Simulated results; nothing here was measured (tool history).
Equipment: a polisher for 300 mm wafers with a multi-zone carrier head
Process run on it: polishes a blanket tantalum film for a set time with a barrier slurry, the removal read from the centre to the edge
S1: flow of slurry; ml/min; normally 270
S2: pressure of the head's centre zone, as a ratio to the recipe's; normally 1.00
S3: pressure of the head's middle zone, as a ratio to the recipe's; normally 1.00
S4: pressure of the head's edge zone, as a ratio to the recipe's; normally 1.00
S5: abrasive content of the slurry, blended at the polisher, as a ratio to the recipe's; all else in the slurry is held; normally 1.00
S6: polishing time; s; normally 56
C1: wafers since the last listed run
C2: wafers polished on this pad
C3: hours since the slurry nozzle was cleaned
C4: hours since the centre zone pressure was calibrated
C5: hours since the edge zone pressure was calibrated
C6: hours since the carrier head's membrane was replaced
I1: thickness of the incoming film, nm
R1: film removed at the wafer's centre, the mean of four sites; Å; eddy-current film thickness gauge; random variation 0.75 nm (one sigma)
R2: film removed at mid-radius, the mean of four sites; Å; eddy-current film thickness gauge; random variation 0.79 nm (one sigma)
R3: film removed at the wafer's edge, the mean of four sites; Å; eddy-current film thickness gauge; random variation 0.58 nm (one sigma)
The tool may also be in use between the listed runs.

run,hour,S1,S2,S3,S4,S5,S6,C1,C2,C3,C4,C5,C6,I1,R1,R2,R3
1,0.0,270,1.00,1.00,1.00,1.20,56,0,2907,526.4,196.5,871.1,260.9,222.8,607,626,628
2,49.5,270,1.00,1.00,1.00,1.00,56,462,3370,575.9,246.0,920.6,310.4,223.4,562,579,576
# hour 57.5: worn pad replaced by a new one
3,93.7,270,1.00,1.00,1.00,1.00,56,375,338,620.1,290.2,964.8,354.6,217.3,635,651,636
# hour 127.0: edge zone pressure recalibrated
4,128.3,270,0.94,1.00,0.95,1.00,56,304,643,654.7,324.8,1.3,389.2,217.4,580,647,618
5,173.5,270,0.91,1.06,1.00,1.00,56,422,1066,699.9,370.0,46.5,434.4,219.1,569,667,635
# hour 217.9: slurry nozzle cleaned
6,222.5,270,1.00,1.00,1.00,1.00,56,448,1514,4.6,419.0,95.5,483.4,222.7,609,632,633
7,276.4,270,1.00,1.00,1.00,0.80,56,504,2018,58.5,472.9,149.4,537.3,223.7,546,575,567
8,318.4,270,1.00,1.00,0.96,1.00,56,392,2411,100.5,514.9,191.4,579.3,220.3,600,619,601
9,405.1,240,1.00,1.00,0.89,0.90,69,810,3222,187.2,601.6,278.1,666.0,221.5,683,696,657
# hour 418.1: worn pad replaced by a new one
10,469.8,185,0.90,1.10,1.00,1.00,47,567,483,251.9,666.3,342.8,730.7,223.3,468,569,536
11,519.7,270,0.91,1.00,1.00,0.75,39,466,949,301.8,716.2,392.7,780.6,222.7,357,395,386
12,564.4,335,1.00,0.94,0.95,1.00,69,417,1367,346.5,760.9,437.4,825.3,220.9,792,782,773
13,605.3,270,1.08,1.00,1.00,1.00,75,382,1750,387.4,801.8,478.3,866.2,223.6,886,848,839
14,659.6,230,1.00,1.00,1.00,1.00,42,507,2258,441.7,856.1,532.6,920.5,220.7,445,463,453
15,716.7,270,0.91,1.00,1.00,1.00,56,533,2792,498.8,913.2,589.7,977.6,217.7,538,617,595
16,766.8,325,1.00,1.05,1.00,1.00,44,468,3260,548.9,963.3,639.8,1027.7,218.9,459,489,469
17,795.3,270,1.00,1.00,1.00,1.00,56,266,3527,577.4,991.8,668.3,1056.2,216.3,573,592,590
# hour 842.2: worn pad replaced by a new one
18,849.1,195,1.00,1.00,1.00,1.00,61,465,64,631.2,1045.6,722.1,1110.0,223.2,667,691,697
19,883.5,270,1.00,1.00,1.00,1.00,56,321,385,665.6,1080.0,756.5,1144.4,219.1,644,651,640
20,925.2,270,1.00,1.00,1.00,1.00,56,389,775,707.3,1121.7,798.2,1186.1,216.5,637,641,639
21,968.8,190,0.94,1.00,1.00,1.00,56,407,1183,750.9,1165.3,841.8,1229.7,219.7,581,630,630
22,1000.1,270,1.00,1.00,1.00,1.00,56,292,1476,782.2,1196.6,873.1,1261.0,222.7,616,636,636
# hour 1017.5: centre zone pressure recalibrated
23,1048.2,270,0.94,1.00,1.09,1.00,56,431,1907,830.3,30.7,921.2,1309.1,221.6,584,646,667

For each entry between runs, how does the tool's hidden state at the last listed run before it compare with that at the first listed run after it?
In the gap between runs 2 and 3: worn pad replaced by a new one (hour 57.5)
  removal rate lost through wear of the pad, %: 12.6 -> 2.06
  difference, measured minus the result without the unlogged condition, R1: -82 -> -13 Å; R2: -83 -> -13 Å; R3: -83 -> -13 Å
In the gap between runs 3 and 4: edge zone pressure recalibrated (hour 127.0)
  removal rate lost through wear of the pad, %: 2.06 -> 2.32
  difference, measured minus the result without the unlogged condition, R1: -13 -> -14 Å; R2: -13 -> -15 Å; R3: -13 -> -14 Å
In the gap between runs 5 and 6: slurry nozzle cleaned (hour 217.9)
  removal rate lost through wear of the pad, %: 2.9 -> 3.85
  difference, measured minus the result without the unlogged condition, R1: -17 -> -24 Å; R2: -20 -> -25 Å; R3: -19 -> -25 Å
In the gap between runs 9 and 10: worn pad replaced by a new one (hour 418.1)
  removal rate lost through wear of the pad, %: 10.3 -> 1.28
  difference, measured minus the result without the unlogged condition, R1: -79 -> -6 Å; R2: -80 -> -8 Å; R3: -75 -> -7 Å
In the gap between runs 17 and 18: worn pad replaced by a new one (hour 842.2)
  removal rate lost through wear of the pad, %: 10.9 -> 0.769
  difference, measured minus the result without the unlogged condition, R1: -70 -> -5 Å; R2: -72 -> -5 Å; R3: -72 -> -5 Å
In the gap between runs 22 and 23: centre zone pressure recalibrated (hour 1017.5)
  removal rate lost through wear of the pad, %: 2.49 -> 3.69
  difference, measured minus the result without the unlogged condition, R1: -16 -> -22 Å; R2: -16 -> -25 Å; R3: -16 -> -26 Å
